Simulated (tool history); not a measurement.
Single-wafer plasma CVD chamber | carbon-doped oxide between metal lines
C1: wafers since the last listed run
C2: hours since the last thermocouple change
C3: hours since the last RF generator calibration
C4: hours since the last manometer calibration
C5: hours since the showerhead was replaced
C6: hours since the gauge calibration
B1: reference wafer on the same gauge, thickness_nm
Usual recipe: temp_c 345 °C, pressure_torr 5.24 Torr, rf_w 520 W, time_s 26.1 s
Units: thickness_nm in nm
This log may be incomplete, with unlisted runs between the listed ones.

run 1 hour=0.0 | temp_c=345 pressure_torr=5.24 rf_w=520 time_s=27.4 | C1=0 C2=1304.8 C3=609.4 C4=1126.2 C5=6640.9 C6=168.1 | B1=159.940 | thickness_nm=137.955
run 2 hour=7.3 | temp_c=345 pressure_torr=5.24 rf_w=520 time_s=27.4 | C1=298 C2=1312.1 C3=616.7 C4=1133.5 C5=6648.2 C6=175.4 | B1=159.984 | thickness_nm=138.125
run 3 hour=21.1 | temp_c=345 pressure_torr=5.24 rf_w=520 time_s=27.4 | C1=564 C2=1325.9 C3=630.5 C4=1147.3 C5=6662.0 C6=189.2 | B1=160.015 | thickness_nm=138.230
run 4 hour=30.7 | temp_c=345 pressure_torr=5.24 rf_w=520 time_s=26.1 | C1=392 C2=1335.5 C3=640.1 C4=1156.9 C5=6671.6 C6=198.8 | B1=159.984 | thickness_nm=131.554
run 5 hour=48.2 | temp_c=345 pressure_torr=5.24 rf_w=580 time_s=26.1 | C1=715 C2=1353.0 C3=657.6 C4=1174.4 C5=6689.1 C6=216.3 | B1=159.965 | thickness_nm=138.445
run 6 hour=55.6 | temp_c=345 pressure_torr=5.66 rf_w=520 time_s=26.1 | C1=302 C2=1360.4 C3=665.0 C4=1181.8 C5=6696.5 C6=223.7 | B1=160.024 | thickness_nm=132.823
run 7 hour=62.6 | temp_c=345 pressure_torr=5.66 rf_w=520 time_s=26.1 | C1=286 C2=1367.4 C3=672.0 C4=1188.8 C5=6703.5 C6=230.7 | B1=159.998 | thickness_nm=132.935
run 8 hour=69.0 | temp_c=345 pressure_torr=5.24 rf_w=555 time_s=26.1 | C1=261 C2=1373.8 C3=678.4 C4=1195.2 C5=6709.9 C6=237.1 | B1=159.978 | thickness_nm=135.411
run 9 hour=83.6 | temp_c=345 pressure_torr=5.24 rf_w=555 time_s=26.1 | C1=597 C2=1388.4 C3=693.0 C4=1209.8 C5=6724.5 C6=251.7 | B1=160.066 | thickness_nm=135.398
run 10 hour=94.9 | temp_c=345 pressure_torr=5.24 rf_w=520 time_s=26.1 | C1=462 C2=1399.7 C3=704.3 C4=1221.1 C5=6735.8 C6=263.0 | B1=160.024 | thickness_nm=131.563
-- hour=109.1 thermocouple changed; heater temperature recalibrated
run 11 hour=109.5 | temp_c=345 pressure_torr=5.24 rf_w=520 time_s=26.1 | C1=270 C2=0.4 C3=718.9 C4=1235.7 C5=6750.4 C6=277.6 | B1=160.092 | thickness_nm=132.016
run 12 hour=116.3 | temp_c=345 pressure_torr=5.24 rf_w=560 time_s=26.1 | C1=278 C2=7.2 C3=725.7 C4=1242.5 C5=6757.2 C6=284.4 | B1=159.999 | thickness_nm=136.230
run 13 hour=131.1 | temp_c=345 pressure_torr=5.24 rf_w=440 time_s=26.1 | C1=605 C2=22.0 C3=740.5 C4=1257.3 C5=6772.0 C6=299.2 | B1=160.043 | thickness_nm=121.346
run 14 hour=139.9 | temp_c=341 pressure_torr=5.24 rf_w=520 time_s=29.2 | C1=360 C2=30.8 C3=749.3 C4=1266.1 C5=6780.8 C6=308.0 | B1=159.989 | thickness_nm=148.956
-- hour=142.5 gauge calibrated
run 15 hour=152.9 | temp_c=331 pressure_torr=6.52 rf_w=520 time_s=26.1 | C1=531 C2=43.8 C3=762.3 C4=1279.1 C5=6793.8 C6=10.4 | B1=159.977 | thickness_nm=140.733
-- hour=164.8 showerhead replaced, of another model than before
run 16 hour=165.3 | temp_c=345 pressure_torr=5.81 rf_w=520 time_s=26.1 | C1=180 C2=56.2 C3=774.7 C4=1291.5 C5=0.5 C6=22.8 | B1=159.999 | thickness_nm=129.182
run 17 hour=178.4 | temp_c=345 pressure_torr=5.24 rf_w=520 time_s=26.1 | C1=535 C2=69.3 C3=787.8 C4=1304.6 C5=13.6 C6=35.9 | B1=160.002 | thickness_nm=128.559
run 18 hour=192.2 | temp_c=345 pressure_torr=5.24 rf_w=520 time_s=26.1 | C1=564 C2=83.1 C3=801.6 C4=1318.4 C5=27.4 C6=49.7 | B1=159.968 | thickness_nm=128.516
-- hour=210.0 capacitance manometer re-zeroed and calibrated
-- hour=220.5 RF generator calibrated
run 19 hour=244.1 | temp_c=345 pressure_torr=5.77 rf_w=445 time_s=26.1 | C1=1468 C2=135.0 C3=23.6 C4=34.1 C5=79.3 C6=101.6 | B1=160.025 | thickness_nm=122.344
run 20 hour=258.3 | temp_c=345 pressure_torr=5.24 rf_w=445 time_s=26.1 | C1=580 C2=149.2 C3=37.8 C4=48.3 C5=93.5 C6=115.8 | B1=160.008 | thickness_nm=121.206
run 21 hour=273.2 | temp_c=351 pressure_torr=5.24 rf_w=430 time_s=22.3 | C1=609 C2=164.1 C3=52.7 C4=63.2 C5=108.4 C6=130.7 | B1=160.016 | thickness_nm=99.007
run 22 hour=289.3 | temp_c=336 pressure_torr=4.20 rf_w=575 time_s=27.4 | C1=658 C2=180.2 C3=68.8 C4=79.3 C5=124.5 C6=146.8 | B1=159.995 | thickness_nm=153.373

Alternative continuations, all from the tool just after run 22; predict every row:
run A hour=289.7 | temp_c=345 pressure_torr=5.24 rf_w=520 time_s=21.1 | C1=16 C2=180.6 C3=69.2 C4=79.7 C5=124.9 C6=147.2 | B1=? | thickness_nm=?
run B hour=289.7 | temp_c=358 pressure_torr=5.24 rf_w=520 time_s=26.1 | C1=16 C2=180.6 C3=69.2 C4=79.7 C5=124.9 C6=147.2 | B1=? | thickness_nm=?
run C hour=289.7 | temp_c=351 pressure_torr=5.24 rf_w=520 time_s=26.1 | C1=16 C2=180.6 C3=69.2 C4=79.7 C5=124.9 C6=147.2 | B1=? | thickness_nm=?

run=A B1=160.032 thickness_nm=109.142
run=B B1=160.032 thickness_nm=129.098
run=C B1=160.032 thickness_nm=131.896
With no hidden state in the tool, these same runs would have given:
run=A thickness_nm=111.162
run=B thickness_nm=131.488
run=C thickness_nm=134.337

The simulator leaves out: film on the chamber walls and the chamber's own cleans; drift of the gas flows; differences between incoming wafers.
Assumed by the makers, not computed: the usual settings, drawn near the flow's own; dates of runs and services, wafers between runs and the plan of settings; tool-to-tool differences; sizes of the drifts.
